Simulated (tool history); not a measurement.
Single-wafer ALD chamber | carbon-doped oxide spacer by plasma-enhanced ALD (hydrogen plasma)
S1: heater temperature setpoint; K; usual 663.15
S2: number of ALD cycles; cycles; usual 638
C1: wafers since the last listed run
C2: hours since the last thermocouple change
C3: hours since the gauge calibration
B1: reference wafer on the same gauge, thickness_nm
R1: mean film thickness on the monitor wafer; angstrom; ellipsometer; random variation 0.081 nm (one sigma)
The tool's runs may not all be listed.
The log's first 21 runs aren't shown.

run 22 hour=1007.2 | S1=663.15 S2=711 | C1=34 C2=392.3 C3=534.2 | B1=29.62 | R1=359.61
run 23 hour=1049 | S1=663.15 S2=512 | C1=31 C2=434.1 C3=576 | B1=29.633 | R1=259.43
run 24 hour=1117.7 | S1=649.15 S2=583 | C1=51 C2=502.8 C3=644.7 | B1=29.644 | R1=295.14
run 25 hour=1162.6 | S1=668.15 S2=692 | C1=33 C2=547.7 C3=689.6 | B1=29.611 | R1=350.44
run 26 hour=1199.4 | S1=658.15 S2=692 | C1=27 C2=584.5 C3=726.4 | B1=29.587 | R1=352.05
run 27 hour=1247 | S1=669.15 S2=538 | C1=35 C2=632.1 C3=774 | B1=29.58 | R1=272.2
run 28 hour=1283.5 | S1=654.15 S2=724 | C1=27 C2=668.6 C3=810.5 | B1=29.572 | R1=366.97
run 29 hour=1323.3 | S1=663.15 S2=638 | C1=29 C2=708.4 C3=850.3 | B1=29.577 | R1=322.38
run 30 hour=1363.5 | S1=663.15 S2=638 | C1=30 C2=748.6 C3=890.5 | B1=29.577 | R1=324.14

Forecast run 31:
run 31 hour=1419.9 | S1=672.15 S2=638 | C1=42 C2=805 C3=946.9 | B1=? | R1=?

B1: 29.557
R1: 321.84 angstrom
Without the tool's hidden state the same run would have given R1 324.38 angstrom.

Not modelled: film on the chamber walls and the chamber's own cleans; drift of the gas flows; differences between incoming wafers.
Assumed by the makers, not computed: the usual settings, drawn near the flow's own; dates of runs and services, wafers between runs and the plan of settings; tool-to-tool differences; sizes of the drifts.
